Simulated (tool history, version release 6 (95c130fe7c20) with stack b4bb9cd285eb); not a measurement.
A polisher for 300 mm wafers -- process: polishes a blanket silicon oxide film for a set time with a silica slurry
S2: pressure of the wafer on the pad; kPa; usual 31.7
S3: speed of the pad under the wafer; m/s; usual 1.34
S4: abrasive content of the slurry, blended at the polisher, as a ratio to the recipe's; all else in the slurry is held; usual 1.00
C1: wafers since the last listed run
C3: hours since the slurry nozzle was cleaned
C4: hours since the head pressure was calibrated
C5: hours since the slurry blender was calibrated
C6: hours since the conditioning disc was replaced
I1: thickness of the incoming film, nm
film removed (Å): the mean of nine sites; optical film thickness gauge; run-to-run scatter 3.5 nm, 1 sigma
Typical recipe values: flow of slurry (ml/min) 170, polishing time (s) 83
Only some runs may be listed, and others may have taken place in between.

run 1 hour=0.0 | flow_of_slurry_(ml/min)=170 S2=31.7 S3=1.34 S4=0.85 polishing_time_(s)=83 | C1=0 wafers_polished_on_this_pad=13 C3=54.2 C4=337.6 C5=296.0 C6=72.4 | I1=1668.0 | film_removed_(Å)=3641
run 2 hour=13.3 | flow_of_slurry_(ml/min)=170 S2=31.7 S3=1.34 S4=1.00 polishing_time_(s)=83 | C1=117 wafers_polished_on_this_pad=130 C3=67.5 C4=350.9 C5=309.3 C6=85.7 | I1=1665.9 | film_removed_(Å)=3907
-- hour=64.6 head pressure recalibrated
run 3 hour=66.0 | flow_of_slurry_(ml/min)=170 S2=31.7 S3=1.68 S4=1.25 polishing_time_(s)=83 | C1=446 wafers_polished_on_this_pad=577 C3=120.2 C4=1.4 C5=362.0 C6=138.4 | I1=1654.1 | film_removed_(Å)=4691
run 4 hour=76.9 | flow_of_slurry_(ml/min)=170 S2=31.7 S3=1.34 S4=1.00 polishing_time_(s)=105 | C1=95 wafers_polished_on_this_pad=673 C3=131.1 C4=12.3 C5=372.9 C6=149.3 | I1=1704.1 | film_removed_(Å)=4502
run 5 hour=94.5 | flow_of_slurry_(ml/min)=170 S2=31.7 S3=1.34 S4=1.00 polishing_time_(s)=83 | C1=154 wafers_polished_on_this_pad=828 C3=148.7 C4=29.9 C5=390.5 C6=166.9 | I1=1662.1 | film_removed_(Å)=3584
-- hour=97.8 slurry blender recalibrated
run 6 hour=104.0 | flow_of_slurry_(ml/min)=210 S2=31.7 S3=1.14 S4=1.00 polishing_time_(s)=83 | C1=66 wafers_polished_on_this_pad=894 C3=158.2 C4=39.4 C5=6.2 C6=176.4 | I1=1675.9 | film_removed_(Å)=3299
-- hour=114.6 worn pad replaced by a new one
run 7 hour=115.1 | flow_of_slurry_(ml/min)=170 S2=31.7 S3=1.34 S4=0.90 polishing_time_(s)=83 | C1=62 wafers_polished_on_this_pad=4 C3=169.3 C4=50.5 C5=17.3 C6=187.5 | I1=1645.9 | film_removed_(Å)=3689
run 8 hour=125.9 | flow_of_slurry_(ml/min)=170 S2=21.4 S3=1.34 S4=1.30 polishing_time_(s)=83 | C1=95 wafers_polished_on_this_pad=99 C3=180.1 C4=61.3 C5=28.1 C6=198.3 | I1=1662.7 | film_removed_(Å)=3136
run 9 hour=136.5 | flow_of_slurry_(ml/min)=170 S2=31.7 S3=0.98 S4=1.00 polishing_time_(s)=83 | C1=93 wafers_polished_on_this_pad=192 C3=190.7 C4=71.9 C5=38.7 C6=208.9 | I1=1665.4 | film_removed_(Å)=3134
run 10 hour=150.5 | flow_of_slurry_(ml/min)=145 S2=22.8 S3=1.34 S4=0.90 polishing_time_(s)=72 | C1=123 wafers_polished_on_this_pad=315 C3=204.7 C4=85.9 C5=52.7 C6=222.9 | I1=1663.4 | film_removed_(Å)=2239
run 11 hour=158.3 | flow_of_slurry_(ml/min)=210 S2=40.7 S3=1.34 S4=1.00 polishing_time_(s)=56 | C1=68 wafers_polished_on_this_pad=384 C3=212.5 C4=93.7 C5=60.5 C6=230.7 | I1=1661.5 | film_removed_(Å)=3114
-- hour=169.5 conditioning disc replaced and pad reconditioned
run 12 hour=170.0 | flow_of_slurry_(ml/min)=170 S2=31.7 S3=1.34 S4=1.00 polishing_time_(s)=83 | C1=85 wafers_polished_on_this_pad=469 C3=224.2 C4=105.4 C5=72.2 C6=0.5 | I1=1634.4 | film_removed_(Å)=3733
run 13 hour=185.4 | flow_of_slurry_(ml/min)=170 S2=31.7 S3=1.34 S4=1.00 polishing_time_(s)=83 | C1=135 wafers_polished_on_this_pad=605 C3=239.6 C4=120.8 C5=87.6 C6=15.9 | I1=1669.6 | film_removed_(Å)=3777
run 14 hour=200.4 | flow_of_slurry_(ml/min)=170 S2=39.3 S3=1.34 S4=1.00 polishing_time_(s)=97 | C1=132 wafers_polished_on_this_pad=737 C3=254.6 C4=135.8 C5=102.6 C6=30.9 | I1=1672.5 | film_removed_(Å)=5332
run 15 hour=206.9 | flow_of_slurry_(ml/min)=170 S2=31.7 S3=0.96 S4=1.00 polishing_time_(s)=83 | C1=57 wafers_polished_on_this_pad=794 C3=261.1 C4=142.3 C5=109.1 C6=37.4 | I1=1666.9 | film_removed_(Å)=3057
run 16 hour=218.9 | flow_of_slurry_(ml/min)=170 S2=31.7 S3=1.34 S4=1.00 polishing_time_(s)=83 | C1=105 wafers_polished_on_this_pad=900 C3=273.1 C4=154.3 C5=121.1 C6=49.4 | I1=1673.6 | film_removed_(Å)=3774
run 17 hour=234.9 | flow_of_slurry_(ml/min)=185 S2=21.4 S3=1.34 S4=0.75 polishing_time_(s)=58 | C1=140 wafers_polished_on_this_pad=1041 C3=289.1 C4=170.3 C5=137.1 C6=65.4 | I1=1667.3 | film_removed_(Å)=1560
-- hour=242.4 worn pad replaced by a new one
run 18 hour=242.8 | flow_of_slurry_(ml/min)=170 S2=31.7 S3=0.98 S4=1.00 polishing_time_(s)=83 | C1=34 wafers_polished_on_this_pad=3 C3=297.0 C4=178.2 C5=145.0 C6=73.3 | I1=1665.4 | film_removed_(Å)=3315
run 19 hour=259.7 | flow_of_slurry_(ml/min)=170 S2=31.7 S3=1.34 S4=1.00 polishing_time_(s)=83 | C1=148 wafers_polished_on_this_pad=152 C3=313.9 C4=195.1 C5=161.9 C6=90.2 | I1=1675.2 | film_removed_(Å)=3919
-- hour=264.5 slurry nozzle cleaned
run 20 hour=274.9 | flow_of_slurry_(ml/min)=170 S2=20.7 S3=1.18 S4=1.00 polishing_time_(s)=83 | C1=125 wafers_polished_on_this_pad=277 C3=10.4 C4=210.3 C5=177.1 C6=105.4 | I1=1681.9 | film_removed_(Å)=2427

The next listed run, before its measurement:
run 21 hour=289.2 | flow_of_slurry_(ml/min)=170 S2=37.9 S3=1.68 S4=0.85 polishing_time_(s)=60 | C1=125 wafers_polished_on_this_pad=402 C3=24.7 C4=224.6 C5=191.4 C6=119.7 | I1=1662.9 | film_removed_(Å)=?

{"run 21": {"film removed (Å)": 3342}}
Take away the tool's hidden state, keep the run-to-run variation as it was, and the same run would have given film removed (Å) 3662.
